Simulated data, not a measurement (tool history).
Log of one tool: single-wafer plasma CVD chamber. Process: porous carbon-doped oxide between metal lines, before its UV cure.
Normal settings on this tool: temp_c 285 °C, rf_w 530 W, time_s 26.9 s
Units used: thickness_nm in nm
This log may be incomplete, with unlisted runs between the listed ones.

run    hour  temp_c  rf_w  time_s  read-back reference wafer on the same gauge, thickness_nm  thickness_nm
  1       0     285   530    26.9                                                    127.009       155.953
  2    58.3     285   530    26.9                                                    126.963       156.339
  3   105.1     285   530    26.9                                                    127.023       155.629
  4   157.4     285   530    26.9                                                    126.977       156.377
  5   249.8     285   530    26.9                                                    126.976       155.414
  6   351.6     285   530    26.9                                                    127.069       155.795
  7   437.6     285   530    26.9                                                    126.978       155.527
  8   527.9     285   530    26.9                                                    127.093       155.552
  9   586.7     285   530    26.9                                                    126.928       155.154
 10   624.1     285   530    26.9                                                    126.974       155.181
      634.9  -- RF generator calibrated
 11   708.5     285   530    26.9                                                    127.104       158.952
      748.1  -- thermocouple changed; heater temperature recalibrated
 12     765     285   530    24.4                                                    126.959       141.247
 13   812.8     285   530    24.4                                                    127.001       140.395
 14   864.3     285   530    26.9                                                    126.849       155.006
 15   928.1     285   530    26.9                                                    127.087       153.522
 16  1000.4     285   530    26.9                                                    126.956       153.631
 17  1102.3     290   575      25                                                    127.103       144.689
     1151.2  -- showerhead replaced
 18  1174.1     298   530    26.9                                                    127.045        140.52
 19  1261.3     291   530    24.5                                                    126.949       133.698
     1309.3  -- gauge calibrated
 20  1309.3     292   530    21.5                                                    127.037       116.912
 21  1400.7     285   530    26.9                                                     127.05       151.238
     1487.4  -- RF generator calibrated
 22  1507.3     280   530    23.4                                                    127.139       140.616
 23  1614.7     274   470    21.7                                                    126.891       127.097
 24    1712     298   530    22.1                                                    127.086       117.491
 25  1754.1     285   530    24.4                                                    127.043       141.133
 26  1810.4     291   530    30.8                                                    127.004        169.56
 27  1855.9     290   455    29.4                                                     126.94       149.637
 28  1932.3     291   530    30.8                                                    126.994       169.336
 29  2022.5     274   530    24.7                                                    126.903       154.889

5 ways to go on from here, each from the tool as it stands after run 29. What would each give?
  A  2022.9     274   530    26.9                                                          ?             ?
  B  2022.9     285   480    26.9                                                          ?             ?
  C  2022.9     285   595    26.9                                                          ?             ?
  D  2022.9     280   530    26.9                                                          ?             ?
  E  2022.9     276   530    28.3                                                          ?             ?

run  read-back reference wafer on the same gauge, thickness_nm  thickness_nm
  A                                                    127.024       168.351
  B                                                    127.024       146.051
  C                                                    127.024       166.836
  D                                                    127.024       161.043
  E                                                    127.024       174.213
The same runs, with their run-to-run variation unchanged, on a tool lacking any hidden condition would have given:
run  thickness_nm
  A       169.253
  B       146.899
  C       167.739
  D       161.928
  E       175.155
